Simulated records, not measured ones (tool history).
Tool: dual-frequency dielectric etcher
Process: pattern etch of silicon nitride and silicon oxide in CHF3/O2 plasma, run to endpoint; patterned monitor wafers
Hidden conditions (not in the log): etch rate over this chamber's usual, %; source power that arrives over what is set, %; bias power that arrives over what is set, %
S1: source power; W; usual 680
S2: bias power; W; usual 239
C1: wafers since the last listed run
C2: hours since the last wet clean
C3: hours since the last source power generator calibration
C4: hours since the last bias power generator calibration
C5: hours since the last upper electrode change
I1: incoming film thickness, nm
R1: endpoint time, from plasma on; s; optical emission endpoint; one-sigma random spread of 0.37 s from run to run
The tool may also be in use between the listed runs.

Run 1, hour 0.0: usual settings; C1 0; C2 365.7; C3 3374.7; C4 2110.7; C5 1295.6; I1 201.8. Result: R1 124.7 s.
At hour 9.1: wet clean of the chamber.
Run 2, hour 211.5: usual settings; C1 1577; C2 202.4; C3 3586.2; C4 2322.2; C5 1507.1; I1 200.5. Result: R1 123.4 s.
Run 3, hour 242.5: usual settings; C1 241; C2 233.4; C3 3617.2; C4 2353.2; C5 1538.1; I1 201.0. Result: R1 123.4 s.
Run 4, hour 267.1: usual settings but S1 550 W, S2 272 W; C1 191; C2 258.0; C3 3641.8; C4 2377.8; C5 1562.7; I1 202.6. Result: R1 129.5 s.
Run 5, hour 332.2: usual settings; C1 507; C2 323.1; C3 3706.9; C4 2442.9; C5 1627.8; I1 199.7. Result: R1 122.9 s.
At hour 362.3: source power generator calibrated.
Run 6, hour 363.2: usual settings but S1 600 W, S2 256 W; C1 210; C2 354.1; C3 0.9; C4 2473.9; C5 1658.8; I1 199.2. Result: R1 124.4 s.
At hour 418.6: wet clean of the chamber.
Run 7, hour 419.1: usual settings but S1 600 W, S2 256 W; C1 248; C2 0.5; C3 56.8; C4 2529.8; C5 1714.7; I1 201.3. Result: R1 127.8 s.
Run 8, hour 448.1: usual settings but S1 600 W, S2 256 W; C1 226; C2 29.5; C3 85.8; C4 2558.8; C5 1743.7; I1 200.6. Result: R1 127.1 s.
At hour 554.4: upper electrode replaced.
Run 9, hour 630.8: usual settings but S1 780 W; C1 1237; C2 212.2; C3 268.5; C4 2741.5; C5 76.4; I1 202.5. Result: R1 118.4 s.

The next listed run, before its measurement:
At hour 646.3: bias power generator calibrated.
Run 10, hour 664.8: usual settings but S2 185 W; C1 233; C2 246.2; C3 302.5; C4 18.5; C5 110.4; I1 200.9. Result: R1 ?.

{"run 10": {"R1": 134.5}}
With no hidden state in the tool, this same run would have given R1 135.9 s.
